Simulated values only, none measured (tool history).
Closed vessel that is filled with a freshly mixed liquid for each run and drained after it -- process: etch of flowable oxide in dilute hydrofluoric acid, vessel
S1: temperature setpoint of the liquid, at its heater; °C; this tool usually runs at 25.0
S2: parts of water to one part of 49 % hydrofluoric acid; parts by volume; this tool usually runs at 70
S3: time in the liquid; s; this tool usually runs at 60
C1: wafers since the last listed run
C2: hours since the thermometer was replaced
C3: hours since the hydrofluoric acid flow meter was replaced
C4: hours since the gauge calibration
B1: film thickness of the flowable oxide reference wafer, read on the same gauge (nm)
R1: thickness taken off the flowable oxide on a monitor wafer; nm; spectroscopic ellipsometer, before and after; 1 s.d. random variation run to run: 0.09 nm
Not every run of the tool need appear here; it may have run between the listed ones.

run    hour    S1  S2  S3     C1      C2      C3      C4      B1     R1
  1     0.0  25.0  70  60      0   607.8  1344.2   668.8  119.99  26.21
  2    98.0  25.0  70  60  13769   705.8  1442.2   766.8  120.00  26.16
  3   162.0  25.0  70  60   8992   769.8  1506.2   830.8  119.98  26.05
  4   215.7  25.0  70  35   7545   823.5  1559.9   884.5  119.98  15.31
  5   290.0  25.0  70  35  10439   897.8  1634.2   958.8  120.03  15.25
  6   327.8  25.0  70  35   5311   935.6  1672.0   996.6  120.00  15.23
  7   427.0  25.0  90  40  13938  1034.8  1771.2  1095.8  120.02  13.10
      494.7  -- gauge calibrated
      502.4  -- hydrofluoric acid flow meter replaced
  8   514.3  25.0  90  40  12125  1122.1    11.9    19.6  120.03  13.17
  9   573.9  29.0  85  30   8374  1181.7    71.5    79.2  120.00  12.24
 10   650.0  25.0  70  60  10692  1257.8   147.6   155.3  119.97  25.81
 11   715.6  28.5  70  30   9217  1323.4   213.2   220.9  120.00  14.91
 12   759.5  20.5  40  60   6168  1367.3   257.1   264.8  119.99  38.87
      818.1  -- thermometer replaced
 13   848.9  25.0  70  60  12421    30.8   346.5   354.2  120.02  26.37
 14   898.0  25.0  70  60   6899    79.9   395.6   403.3  120.02  26.68
 15   969.6  25.0  70  90  10060   151.5   467.2   474.9  120.00  39.41
 16  1014.6  25.0  70  70   6322   196.5   512.2   519.9  119.98  30.98
 17  1072.2  25.0  70  40   8093   254.1   569.8   577.5  120.01  17.58

What if the next run were any one of these 3? Each begins from the tool's condition after run 17:
  A  1072.9  27.0  70  60  98  254.8  570.5  578.2   ?   ?
  B  1072.9  25.0  95  60  98  254.8  570.5  578.2   ?   ?
  C  1072.9  27.5  35  50  98  254.8  570.5  578.2   ?   ?

run      B1     R1
  A  120.00  28.44
  B  120.00  18.74
  C  120.00  50.84
Had the tool no hidden state, the same runs would have come out as:
run     R1
  A  28.61
  B  18.85
  C  51.15
